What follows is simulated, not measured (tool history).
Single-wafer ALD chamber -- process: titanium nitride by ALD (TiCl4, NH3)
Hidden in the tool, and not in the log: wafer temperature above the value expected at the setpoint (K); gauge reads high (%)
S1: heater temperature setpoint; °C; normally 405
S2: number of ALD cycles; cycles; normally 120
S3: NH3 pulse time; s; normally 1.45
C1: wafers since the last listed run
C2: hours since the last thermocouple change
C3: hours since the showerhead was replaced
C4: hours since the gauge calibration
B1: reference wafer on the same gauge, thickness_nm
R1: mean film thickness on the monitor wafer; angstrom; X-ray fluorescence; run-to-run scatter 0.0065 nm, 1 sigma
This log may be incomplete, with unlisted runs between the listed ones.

run	hour	S1	S2	S3	C1	C2	C3	C4	B1	R1
1	0.0	405	120	1.45	0	766.0	6215.5	249.4	2.625	26.26
2	8.5	405	120	1.45	23	774.5	6224.0	257.9	2.628	26.33
# hour 15.3: gauge calibrated
3	26.4	405	120	1.45	49	792.4	6241.9	11.1	2.601	25.95
4	58.2	405	120	1.45	87	824.2	6273.7	42.9	2.606	25.92
5	103.1	405	120	1.45	123	869.1	6318.6	87.8	2.610	26.08
6	110.4	405	120	1.45	20	876.4	6325.9	95.1	2.612	26.02
7	146.0	405	120	1.45	97	912.0	6361.5	130.7	2.615	26.14
# hour 157.4: thermocouple changed; heater temperature recalibrated
8	163.3	405	120	1.45	25	5.9	6378.8	148.0	2.617	26.29
9	180.8	405	120	1.45	48	23.4	6396.3	165.5	2.618	26.18
10	194.4	405	120	1.45	37	37.0	6409.9	179.1	2.618	26.29
11	208.7	405	120	1.45	39	51.3	6424.2	193.4	2.622	26.23
# hour 227.3: showerhead replaced
12	227.8	405	120	1.45	30	70.4	0.5	212.5	2.623	26.12
13	229.4	405	120	1.45	4	72.0	2.1	214.1	2.623	26.23
14	242.6	405	120	1.45	36	85.2	15.3	227.3	2.624	26.28
15	252.9	405	120	1.45	28	95.5	25.6	237.6	2.625	26.13
# hour 266.4: gauge calibrated
16	269.1	405	141	1.73	44	111.7	41.8	2.7	2.601	30.90
17	281.5	400	120	1.45	34	124.1	54.2	15.1	2.601	26.02
18	297.2	397	132	1.17	43	139.8	69.9	30.8	2.602	27.89
19	309.7	405	120	2.02	34	152.3	82.4	43.3	2.604	26.55
20	326.7	414	120	0.92	46	169.3	99.4	60.3	2.607	24.82
21	340.6	405	120	1.45	38	183.2	113.3	74.2	2.606	26.12
22	357.3	416	99	1.45	45	199.9	130.0	90.9	2.609	21.61
23	371.1	397	131	1.45	37	213.7	143.8	104.7	2.610	28.36
24	381.2	405	142	1.45	27	223.8	153.9	114.8	2.611	30.93
25	390.6	409	120	1.25	25	233.2	163.3	124.2	2.612	25.70
26	399.1	405	120	1.45	23	241.7	171.8	132.7	2.613	26.13
27	412.7	405	134	1.30	37	255.3	185.4	146.3	2.615	28.87
28	422.0	393	134	0.99	25	264.6	194.7	155.6	2.616	27.51
29	430.4	405	120	1.45	23	273.0	203.1	164.0	2.618	26.24

What the log doesn't show, run by run:
wafer temperature above the value expected at the setpoint (K): 0 in every run
H1: gauge reads high (%)
run	H1
1	1.03
2	1.06
3	0.0832
4	0.21
5	0.39
6	0.419
7	0.562
8	0.631
9	0.701
10	0.755
11	0.812
12	0.889
13	0.895
14	0.948
15	0.989
16	-0.0116
17	0.038
18	0.101
19	0.151
20	0.219
21	0.274
22	0.341
23	0.396
24	0.437
25	0.474
26	0.508
27	0.563
28	0.6
29	0.634
